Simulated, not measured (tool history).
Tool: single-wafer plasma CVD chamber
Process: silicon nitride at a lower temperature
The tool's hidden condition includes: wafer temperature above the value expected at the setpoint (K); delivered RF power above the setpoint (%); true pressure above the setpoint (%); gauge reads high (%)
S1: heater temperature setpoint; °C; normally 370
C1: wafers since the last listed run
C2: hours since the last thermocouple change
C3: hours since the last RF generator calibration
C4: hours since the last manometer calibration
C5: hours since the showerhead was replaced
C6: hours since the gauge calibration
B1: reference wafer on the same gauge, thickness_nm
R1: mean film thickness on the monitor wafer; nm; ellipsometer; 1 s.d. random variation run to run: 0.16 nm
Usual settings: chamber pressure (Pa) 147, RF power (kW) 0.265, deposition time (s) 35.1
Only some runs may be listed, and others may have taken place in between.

Run 1, hour 0: usual settings; C1 0; C2 1028; C3 928; C4 28; C5 260.1; C6 1331.9; B1 37.009. Result: R1 35.54 nm.
Run 2, hour 38: usual settings; C1 594; C2 1066; C3 966; C4 66; C5 298.1; C6 1369.9; B1 37.016. Result: R1 35.865 nm.
At hour 59.6: gauge calibrated.
Run 3, hour 83: usual settings; C1 703; C2 1111; C3 1011; C4 111; C5 343.1; C6 23.4; B1 36.918. Result: R1 35.511 nm.
Run 4, hour 115.1: usual settings but S1 362 °C, chamber pressure (Pa) 183, RF power (kW) 0.285, deposition time (s) 37.8; C1 502; C2 1143.1; C3 1043.1; C4 143.1; C5 375.2; C6 55.5; B1 36.964. Result: R1 42.406 nm.
Run 5, hour 167: usual settings but S1 357 °C, chamber pressure (Pa) 123, RF power (kW) 0.31; C1 811; C2 1195; C3 1095; C4 195; C5 427.1; C6 107.4; B1 37.012. Result: R1 35.501 nm.
Run 6, hour 202.5: usual settings but S1 382 °C, deposition time (s) 41.2; C1 555; C2 1230.5; C3 1130.5; C4 230.5; C5 462.6; C6 142.9; B1 36.988. Result: R1 41.071 nm.
Run 7, hour 256.4: usual settings but S1 376 °C, chamber pressure (Pa) 177, RF power (kW) 0.225, deposition time (s) 30.9; C1 843; C2 1284.4; C3 1184.4; C4 284.4; C5 516.5; C6 196.8; B1 36.986. Result: R1 31.143 nm.
At hour 281: thermocouple changed; heater temperature recalibrated.
Run 8, hour 442.3: usual settings but S1 374 °C, chamber pressure (Pa) 167, RF power (kW) 0.285, deposition time (s) 31; C1 2782; C2 161.3; C3 1370.3; C4 470.3; C5 702.4; C6 382.7; B1 36.973. Result: R1 33.585 nm.
Run 9, hour 509.8: usual settings; C1 1055; C2 228.8; C3 1437.8; C4 537.8; C5 769.9; C6 450.2; B1 36.936. Result: R1 35.576 nm.
Run 10, hour 559.1: usual settings but chamber pressure (Pa) 160; C1 771; C2 278.1; C3 1487.1; C4 587.1; C5 819.2; C6 499.5; B1 37.022. Result: R1 36.2 nm.
Run 11, hour 617.4: usual settings; C1 911; C2 336.4; C3 1545.4; C4 645.4; C5 877.5; C6 557.8; B1 37.055. Result: R1 35.137 nm.
Run 12, hour 675.2: usual settings; C1 904; C2 394.2; C3 1603.2; C4 703.2; C5 935.3; C6 615.6; B1 37.009. Result: R1 35.334 nm.
Run 13, hour 742.2: usual settings but RF power (kW) 0.23; C1 1047; C2 461.2; C3 1670.2; C4 770.2; C5 1002.3; C6 682.6; B1 36.948. Result: R1 33.404 nm.
Run 14, hour 822.8: usual settings but S1 366 °C, chamber pressure (Pa) 124, RF power (kW) 0.31, deposition time (s) 37.1; C1 1260; C2 541.8; C3 1750.8; C4 850.8; C5 1082.9; C6 763.2; B1 36.995. Result: R1 36.958 nm.
At hour 867.5: RF generator calibrated.
Run 15, hour 868: usual settings but chamber pressure (Pa) 121; C1 581; C2 587; C3 0.5; C4 896; C5 1128.1; C6 808.4; B1 36.939. Result: R1 32.84 nm.
Run 16, hour 915.3: usual settings; C1 739; C2 634.3; C3 47.8; C4 943.3; C5 1175.4; C6 855.7; B1 36.988. Result: R1 35.201 nm.
Run 17, hour 985.4: usual settings but chamber pressure (Pa) 116, deposition time (s) 39.4; C1 1096; C2 704.4; C3 117.9; C4 1013.4; C5 1245.5; C6 925.8; B1 37.037. Result: R1 36.399 nm.
Run 18, hour 1026.9: usual settings but chamber pressure (Pa) 113; C1 649; C2 745.9; C3 159.4; C4 1054.9; C5 1287; C6 967.3; B1 36.967. Result: R1 31.871 nm.
Run 19, hour 1083: usual settings; C1 877; C2 802; C3 215.5; C4 1111; C5 1343.1; C6 1023.4; B1 36.985. Result: R1 35.395 nm.
Run 20, hour 1116.6: usual settings but chamber pressure (Pa) 160; C1 525; C2 835.6; C3 249.1; C4 1144.6; C5 1376.7; C6 1057; B1 37.05. Result: R1 36.137 nm.
Run 21, hour 1149.2: usual settings but chamber pressure (Pa) 113, RF power (kW) 0.225, deposition time (s) 38.4; C1 509; C2 868.2; C3 281.7; C4 1177.2; C5 1409.3; C6 1089.6; B1 36.991. Result: R1 32.952 nm.
Run 22, hour 1200.5: usual settings; C1 802; C2 919.5; C3 333; C4 1228.5; C5 1460.6; C6 1140.9; B1 36.967. Result: R1 35.135 nm.
Run 23, hour 1244.1: usual settings but S1 377 °C, chamber pressure (Pa) 115, RF power (kW) 0.23; C1 681; C2 963.1; C3 376.6; C4 1272.1; C5 1504.2; C6 1184.5; B1 36.99. Result: R1 30.568 nm.
Run 24, hour 1283.5: usual settings but S1 377 °C, deposition time (s) 30.1; C1 616; C2 1002.5; C3 416; C4 1311.5; C5 1543.6; C6 1223.9; B1 36.978. Result: R1 29.984 nm.
Run 25, hour 1308: usual settings but S1 380 °C, chamber pressure (Pa) 164, RF power (kW) 0.23; C1 383; C2 1027; C3 440.5; C4 1336; C5 1568.1; C6 1248.4; B1 37.008. Result: R1 34.067 nm.
Run 26, hour 1373.2: usual settings; C1 1019; C2 1092.2; C3 505.7; C4 1401.2; C5 1633.3; C6 1313.6; B1 36.983. Result: R1 35.043 nm.
Run 27, hour 1409.1: usual settings but S1 378 °C, RF power (kW) 0.25; C1 561; C2 1128.1; C3 541.6; C4 1437.1; C5 1669.2; C6 1349.5; B1 36.968. Result: R1 34.204 nm.
Run 28, hour 1449.1: usual settings but chamber pressure (Pa) 112, deposition time (s) 28.3; C1 625; C2 1168.1; C3 581.6; C4 1477.1; C5 1709.2; C6 1389.5; B1 36.995. Result: R1 25.693 nm.

Here are 5 independent what-if runs from the current tool condition. What would each one return?
Run A, hour 1449.5: usual settings; C1 6; C2 1168.5; C3 582; C4 1477.5; C5 1709.6; C6 1389.9; B1 ?. Result: R1 ?.
Run B, hour 1449.5: usual settings but chamber pressure (Pa) 172, RF power (kW) 0.295; C1 6; C2 1168.5; C3 582; C4 1477.5; C5 1709.6; C6 1389.9; B1 ?. Result: R1 ?.
Run C, hour 1449.5: usual settings but chamber pressure (Pa) 133, deposition time (s) 38.2; C1 6; C2 1168.5; C3 582; C4 1477.5; C5 1709.6; C6 1389.9; B1 ?. Result: R1 ?.
Run D, hour 1449.5: usual settings but RF power (kW) 0.225, deposition time (s) 39.4; C1 6; C2 1168.5; C3 582; C4 1477.5; C5 1709.6; C6 1389.9; B1 ?. Result: R1 ?.
Run E, hour 1449.5: usual settings but S1 384 °C, chamber pressure (Pa) 157, RF power (kW) 0.22, deposition time (s) 37; C1 6; C2 1168.5; C3 582; C4 1477.5; C5 1709.6; C6 1389.9; B1 ?. Result: R1 ?.

run      B1      R1
  A  36.996   34.78
  B  36.996   38.17
  C  36.996  36.623
  D  36.996   36.81
  E  36.996  34.908
Without the tool's unlogged condition, the same runs would have read:
run      R1
  A  35.378
  B  38.787
  C  37.255
  D  37.442
  E  35.489
